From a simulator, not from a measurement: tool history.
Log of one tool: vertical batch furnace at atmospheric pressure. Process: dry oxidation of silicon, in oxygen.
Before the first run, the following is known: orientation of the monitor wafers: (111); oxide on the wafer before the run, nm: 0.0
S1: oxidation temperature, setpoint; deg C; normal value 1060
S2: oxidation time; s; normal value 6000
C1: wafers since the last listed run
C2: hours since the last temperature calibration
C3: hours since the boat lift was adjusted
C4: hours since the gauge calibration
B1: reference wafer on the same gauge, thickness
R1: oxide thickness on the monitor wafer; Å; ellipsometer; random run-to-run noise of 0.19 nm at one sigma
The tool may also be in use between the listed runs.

| run | day | S1 | S2 | C1 | C2 | C3 | C4 | B1 | R1 |
|---|---|---|---|---|---|---|---|---|---|
| 1 | 0.000 | 1060 | 6000 | 0 | 4878.8 | 2274.5 | 279.4 | 118.03 | 1221.2 |
| 2 | 0.462 | 1060 | 6000 | 104 | 4889.9 | 2285.6 | 290.5 | 118.02 | 1221.0 |
| 3 | 1.354 | 1060 | 7920 | 201 | 4911.3 | 2307.0 | 311.9 | 117.89 | 1446.6 |
| 4 | 1.692 | 1060 | 7920 | 76 | 4919.4 | 2315.1 | 320.0 | 118.10 | 1446.1 |
| 5 | 2.388 | 1060 | 7920 | 157 | 4936.1 | 2331.8 | 336.7 | 118.01 | 1443.9 |
| 6 | 4.375 | 1060 | 3960 | 449 | 4983.8 | 2379.5 | 384.4 | 118.05 | 944.6 |
|  | 4.804 | gauge calibrated |
| 7 | 4.821 | 1060 | 3960 | 100 | 4994.5 | 2390.2 | 0.4 | 118.09 | 941.7 |
| 8 | 5.204 | 1060 | 3960 | 86 | 5003.7 | 2399.4 | 9.6 | 117.97 | 939.0 |
| 9 | 5.658 | 1060 | 6000 | 102 | 5014.6 | 2410.3 | 20.5 | 117.97 | 1220.0 |
| 10 | 6.221 | 1060 | 3810 | 127 | 5028.1 | 2423.8 | 34.0 | 118.00 | 920.0 |
| 11 | 6.717 | 1060 | 6000 | 112 | 5040.0 | 2435.7 | 45.9 | 117.98 | 1217.5 |
| 12 | 7.529 | 1060 | 6000 | 183 | 5059.5 | 2455.2 | 65.4 | 117.98 | 1219.1 |
| 13 | 8.238 | 1060 | 6000 | 160 | 5076.5 | 2472.2 | 82.4 | 117.99 | 1217.4 |
| 14 | 8.912 | 1060 | 6000 | 152 | 5092.7 | 2488.4 | 98.6 | 117.93 | 1218.8 |
| 15 | 10.292 | 1060 | 6000 | 312 | 5125.8 | 2521.5 | 131.7 | 118.04 | 1220.0 |
| 16 | 12.954 | 1060 | 6000 | 602 | 5189.7 | 2585.4 | 195.6 | 118.01 | 1217.3 |
| 17 | 13.333 | 1072 | 6000 | 85 | 5198.8 | 2594.5 | 204.7 | 118.00 | 1305.4 |
| 18 | 13.800 | 1060 | 6000 | 105 | 5210.0 | 2605.7 | 215.9 | 117.89 | 1215.2 |
| 19 | 14.679 | 1069 | 9000 | 198 | 5231.1 | 2626.8 | 237.0 | 118.06 | 1632.9 |
| 20 | 15.346 | 1039 | 4980 | 150 | 5247.1 | 2642.8 | 253.0 | 118.02 | 959.4 |
|  | 16.525 | thermocouples replaced and temperature profile calibrated |
| 21 | 16.546 | 1048 | 3810 | 45 | 0.5 | 2671.6 | 281.8 | 117.97 | 854.4 |
| 22 | 16.775 | 1060 | 3330 | 51 | 6.0 | 2677.1 | 287.3 | 117.93 | 839.5 |
| 23 | 17.096 | 1044 | 6000 | 72 | 13.7 | 2684.8 | 295.0 | 117.88 | 1109.5 |
|  | 18.492 | boat lift adjusted |
| 24 | 18.512 | 1060 | 6000 | 94 | 47.7 | 0.5 | 329.0 | 118.00 | 1239.3 |
| 25 | 18.742 | 1042 | 4920 | 51 | 53.2 | 6.0 | 334.5 | 117.99 | 990.5 |
|  | 18.767 | gauge calibrated |
| 26 | 18.967 | 1083 | 4620 | 50 | 58.6 | 11.4 | 4.8 | 118.07 | 1215.0 |
| 27 | 19.196 | 1060 | 3960 | 51 | 64.1 | 16.9 | 10.3 | 117.93 | 957.8 |
| 28 | 19.654 | 1060 | 6000 | 103 | 75.1 | 27.9 | 21.3 | 118.00 | 1239.8 |
| 29 | 20.458 | 1084 | 5010 | 182 | 94.4 | 47.2 | 40.6 | 118.12 | 1281.8 |
| 30 | 21.142 | 1060 | 3990 | 154 | 110.8 | 63.6 | 57.0 | 118.00 | 960.8 |
| 31 | 21.900 | 1082 | 8820 | 171 | 129.0 | 81.8 | 75.2 | 118.04 | 1776.4 |
| 32 | 22.658 | 1060 | 6000 | 171 | 147.2 | 100.0 | 93.4 | 118.00 | 1239.3 |
| 33 | 23.600 | 1060 | 6000 | 213 | 169.8 | 122.6 | 116.0 | 117.98 | 1238.3 |
| 34 | 23.983 | 1043 | 7230 | 86 | 179.0 | 131.8 | 125.2 | 117.99 | 1259.7 |
| 35 | 24.712 | 1080 | 7170 | 165 | 196.5 | 149.3 | 142.7 | 117.97 | 1554.2 |
| 36 | 25.100 | 1052 | 6990 | 87 | 205.8 | 158.6 | 152.0 | 117.96 | 1297.8 |
| 37 | 25.858 | 1037 | 6000 | 171 | 224.0 | 176.8 | 170.2 | 117.93 | 1082.2 |
| 38 | 26.712 | 1052 | 8550 | 193 | 244.5 | 197.3 | 190.7 | 118.09 | 1464.8 |

Exercise: give the hidden state of the tool at every run:
true tube temperature minus thermocouple reading, K: 0, the same for each run
gauge reads high (%): 0, the same for each run
H1: monitor wafer colder than the profiled boat position, K
| run | H1 |
|---|---|
| 1 | 2.54 |
| 2 | 2.56 |
| 3 | 2.6 |
| 4 | 2.62 |
| 5 | 2.65 |
| 6 | 2.75 |
| 7 | 2.78 |
| 8 | 2.79 |
| 9 | 2.82 |
| 10 | 2.85 |
| 11 | 2.87 |
| 12 | 2.91 |
| 13 | 2.95 |
| 14 | 2.99 |
| 15 | 3.06 |
| 16 | 3.2 |
| 17 | 3.22 |
| 18 | 3.25 |
| 19 | 3.3 |
| 20 | 3.34 |
| 21 | 3.4 |
| 22 | 3.42 |
| 23 | 3.43 |
| 24 | 0.186 |
| 25 | 0.186 |
| 26 | 0.186 |
| 27 | 0.186 |
| 28 | 0.187 |
| 29 | 0.187 |
| 30 | 0.188 |
| 31 | 0.189 |
| 32 | 0.191 |
| 33 | 0.193 |
| 34 | 0.194 |
| 35 | 0.196 |
| 36 | 0.197 |
| 37 | 0.2 |
| 38 | 0.203 |
